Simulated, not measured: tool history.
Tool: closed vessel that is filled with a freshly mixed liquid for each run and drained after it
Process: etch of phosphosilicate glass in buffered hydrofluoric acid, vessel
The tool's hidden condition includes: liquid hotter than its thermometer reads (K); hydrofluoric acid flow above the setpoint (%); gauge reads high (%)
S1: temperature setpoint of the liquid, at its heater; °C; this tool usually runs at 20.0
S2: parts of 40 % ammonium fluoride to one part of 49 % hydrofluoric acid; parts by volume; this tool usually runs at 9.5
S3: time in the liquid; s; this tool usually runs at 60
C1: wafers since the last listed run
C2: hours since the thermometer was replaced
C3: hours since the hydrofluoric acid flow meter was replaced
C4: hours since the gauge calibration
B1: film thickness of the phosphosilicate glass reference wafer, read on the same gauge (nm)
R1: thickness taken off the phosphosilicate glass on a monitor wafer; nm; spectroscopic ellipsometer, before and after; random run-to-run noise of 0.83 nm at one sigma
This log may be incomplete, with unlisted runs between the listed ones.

run     day    S1    S2  S3    C1     C2     C3      C4     B1      R1
  1   0.000  20.0   9.5  45     0  315.3  217.7   674.7  99.56  158.88
  2   2.138  20.0   9.5  45  4850  366.6  269.0   726.0  99.47  158.48
  3   3.604  23.0   9.5  60  3327  401.8  304.2   761.2  99.38  247.99
  4   4.896  20.0   9.5  40  2930  432.8  335.2   792.2  99.33  140.37
  5   7.708  20.0   9.5  40  6381  500.3  402.7   859.7  99.17  141.31
  6   9.729  20.0   9.5  40  4585  548.8  451.2   908.2  99.04  140.79
  7  11.588  20.0   9.5  60  4216  593.4  495.8   952.8  98.93  211.12
  8  14.138  20.0   9.5  60  5786  654.6  557.0  1014.0  98.74  210.06
  9  16.150  20.0   9.5  75  4566  702.9  605.3  1062.3  98.61  262.47
     17.188  -- thermometer replaced
 10  17.771  20.0   9.5  75  3583   14.0  644.2  1101.2  98.48  260.85
 11  20.671  20.0   9.5  75  6580   83.6  713.8  1170.8  98.27  260.05
 12  22.350  20.0   9.5  60  3810  123.9  754.1  1211.1  98.14  209.30
 13  24.508  20.0   9.5  60  4897  175.7  805.9  1262.9  97.93  207.82
     26.067  -- hydrofluoric acid flow meter replaced
 14  26.604  20.0   9.5  60  4661  226.0   12.9  1313.2  97.74  207.44
 15  27.771  20.0   9.5  60  2647  254.0   40.9  1341.2  97.66  208.63
 16  30.321  20.0   9.5  60  5786  315.2  102.1  1402.4  97.42  206.94
     30.475  -- gauge calibrated
 17  31.367  20.0   6.0  60  2373  340.3  127.2    21.4  99.81  330.50
 18  33.800  20.0   5.5  75  5521  398.7  185.6    79.8  99.83  444.10
 19  35.375  18.0  10.5  80  3573  436.5  223.4   117.6  99.81  234.83
 20  37.329  22.5   8.5  85  4434  483.4  270.3   164.5  99.80  379.57
 21  39.383  23.0   9.5  45  4661  532.7  319.6   213.8  99.75  187.47
 22  40.579  17.0   8.5  60  2713  561.4  348.3   242.5  99.72  197.52
 23  42.438  20.0   9.5  60  4216  606.0  392.9   287.1  99.72  210.61
 24  44.042  20.0  12.5  60  3639  644.5  431.4   325.6  99.69  164.88
 25  46.525  20.0   9.5  60  5634  704.1  491.0   385.2  99.63  210.84
     47.975  -- thermometer replaced
 26  48.525  20.0   9.5  40  4443   13.2  539.0   433.2  99.59  141.16
 27  49.558  17.0   9.5  35  2344   38.0  563.8   458.0  99.53  104.15
 28  50.658  17.0  11.5  60  2495   64.4  590.2   484.4  99.51  150.33
 29  53.612  24.5   9.5  60  6703  135.3  661.1   555.3  99.38  272.58
 30  54.646  22.0   9.5  35  2344  160.1  685.9   580.1  99.34  137.48

Predict each of these 5 candidate next runs independently; none follows another, all start after run 30:
  A  54.675  20.0  9.5  60  66  160.8  686.6  580.8   ?   ?
  B  54.675  23.0  7.0  70  66  160.8  686.6  580.8   ?   ?
  C  54.675  17.0  9.5  60  66  160.8  686.6  580.8   ?   ?
  D  54.675  18.0  5.5  60  66  160.8  686.6  580.8   ?   ?
  E  54.675  20.0  9.5  90  66  160.8  686.6  580.8   ?   ?

run     B1      R1
  A  99.36  211.14
  B  99.36  395.02
  C  99.36  178.20
  D  99.36  315.38
  E  99.36  316.71
What these runs would have given with no unlogged condition in the tool:
run      R1
  A  212.52
  B  397.61
  C  179.36
  D  317.44
  E  318.78
